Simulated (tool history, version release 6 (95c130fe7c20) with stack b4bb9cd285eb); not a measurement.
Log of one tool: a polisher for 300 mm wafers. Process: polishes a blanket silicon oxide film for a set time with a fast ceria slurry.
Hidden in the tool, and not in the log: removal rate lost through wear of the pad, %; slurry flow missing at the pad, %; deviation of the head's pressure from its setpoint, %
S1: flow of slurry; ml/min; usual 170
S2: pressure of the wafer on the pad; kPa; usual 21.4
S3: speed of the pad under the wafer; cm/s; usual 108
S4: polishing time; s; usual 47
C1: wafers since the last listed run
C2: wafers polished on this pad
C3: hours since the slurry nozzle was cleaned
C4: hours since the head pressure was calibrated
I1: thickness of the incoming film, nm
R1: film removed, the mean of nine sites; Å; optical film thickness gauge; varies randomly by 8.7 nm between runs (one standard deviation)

run 1 hour=0.0 | S1=170 S2=18.6 S3=108 S4=47 | C1=0 C2=62 C3=361.4 C4=1125.3 | I1=3425.6 | R1=6525
run 2 hour=7.7 | S1=195 S2=21.4 S3=108 S4=47 | C1=75 C2=138 C3=369.1 C4=1133.0 | I1=3337.9 | R1=7501
run 3 hour=51.8 | S1=195 S2=21.4 S3=108 S4=47 | C1=434 C2=572 C3=413.2 C4=1177.1 | I1=3433.3 | R1=7105
-- hour=61.6 worn pad replaced by a new one
run 4 hour=68.2 | S1=195 S2=21.4 S3=108 S4=47 | C1=122 C2=65 C3=429.6 C4=1193.5 | I1=3393.0 | R1=7626
-- hour=72.5 head pressure recalibrated
run 5 hour=75.9 | S1=170 S2=21.4 S3=108 S4=43 | C1=56 C2=121 C3=437.3 C4=3.4 | I1=3353.8 | R1=6766
-- hour=91.6 slurry nozzle cleaned
run 6 hour=92.1 | S1=170 S2=21.4 S3=108 S4=43 | C1=149 C2=271 C3=0.5 C4=19.6 | I1=3411.3 | R1=6609
run 7 hour=100.0 | S1=170 S2=21.4 S3=108 S4=51 | C1=77 C2=349 C3=8.4 C4=27.5 | I1=3406.9 | R1=7690
-- hour=118.3 worn pad replaced by a new one
run 8 hour=118.8 | S1=170 S2=21.4 S3=108 S4=51 | C1=145 C2=4 C3=27.2 C4=46.3 | I1=3393.4 | R1=8372
run 9 hour=124.3 | S1=170 S2=21.4 S3=108 S4=51 | C1=54 C2=58 C3=32.7 C4=51.8 | I1=3460.0 | R1=8128
run 10 hour=136.9 | S1=170 S2=21.4 S3=108 S4=47 | C1=124 C2=183 C3=45.3 C4=64.4 | I1=3386.4 | R1=7367
run 11 hour=150.8 | S1=205 S2=28.3 S3=72 S4=40 | C1=136 C2=319 C3=59.2 C4=78.3 | I1=3373.5 | R1=5573
run 12 hour=160.1 | S1=170 S2=21.4 S3=108 S4=47 | C1=91 C2=411 C3=68.5 C4=87.6 | I1=3475.4 | R1=7161
run 13 hour=172.1 | S1=205 S2=28.3 S3=108 S4=47 | C1=118 C2=529 C3=80.5 C4=99.6 | I1=3436.5 | R1=9733
-- hour=179.3 worn pad replaced by a new one
run 14 hour=183.8 | S1=200 S2=21.4 S3=108 S4=47 | C1=75 C2=44 C3=92.2 C4=111.3 | I1=3438.3 | R1=7604
run 15 hour=193.9 | S1=225 S2=21.4 S3=146 S4=47 | C1=99 C2=144 C3=102.3 C4=121.4 | I1=3419.0 | R1=10248
run 16 hour=204.0 | S1=140 S2=28.3 S3=72 S4=47 | C1=99 C2=243 C3=112.4 C4=131.5 | I1=3386.1 | R1=6284
run 17 hour=216.2 | S1=170 S2=21.4 S3=132 S4=51 | C1=120 C2=363 C3=124.6 C4=143.7 | I1=3433.9 | R1=9441
run 18 hour=233.0 | S1=210 S2=26.2 S3=98 S4=33 | C1=165 C2=529 C3=141.4 C4=160.5 | I1=3419.6 | R1=5576

Hidden state at the last listed run before each entry between runs and at the first one after, where it differs:
From run 3 to run 4: worn pad replaced by a new one (hour 61.6)
  removal rate lost through wear of the pad, %: 8.39 -> 3.47
  measured result minus the result with no hidden state, R1: -650 -> -275 Å
From run 4 to run 5: head pressure recalibrated (hour 72.5)
  removal rate lost through wear of the pad, %: 3.47 -> 5.36
  measured result minus the result with no hidden state, R1: -275 -> -383 Å
From run 5 to run 6: slurry nozzle cleaned (hour 91.6)
  removal rate lost through wear of the pad, %: 5.36 -> 7.58
  measured result minus the result with no hidden state, R1: -383 -> -542 Å
From run 7 to run 8: worn pad replaced by a new one (hour 118.3)
  removal rate lost through wear of the pad, %: 8.15 -> 0.242
  measured result minus the result with no hidden state, R1: -682 -> -20 Å
From run 13 to run 14: worn pad replaced by a new one (hour 179.3)
  removal rate lost through wear of the pad, %: 7.69 -> 2.41
  measured result minus the result with no hidden state, R1: -812 -> -188 Å
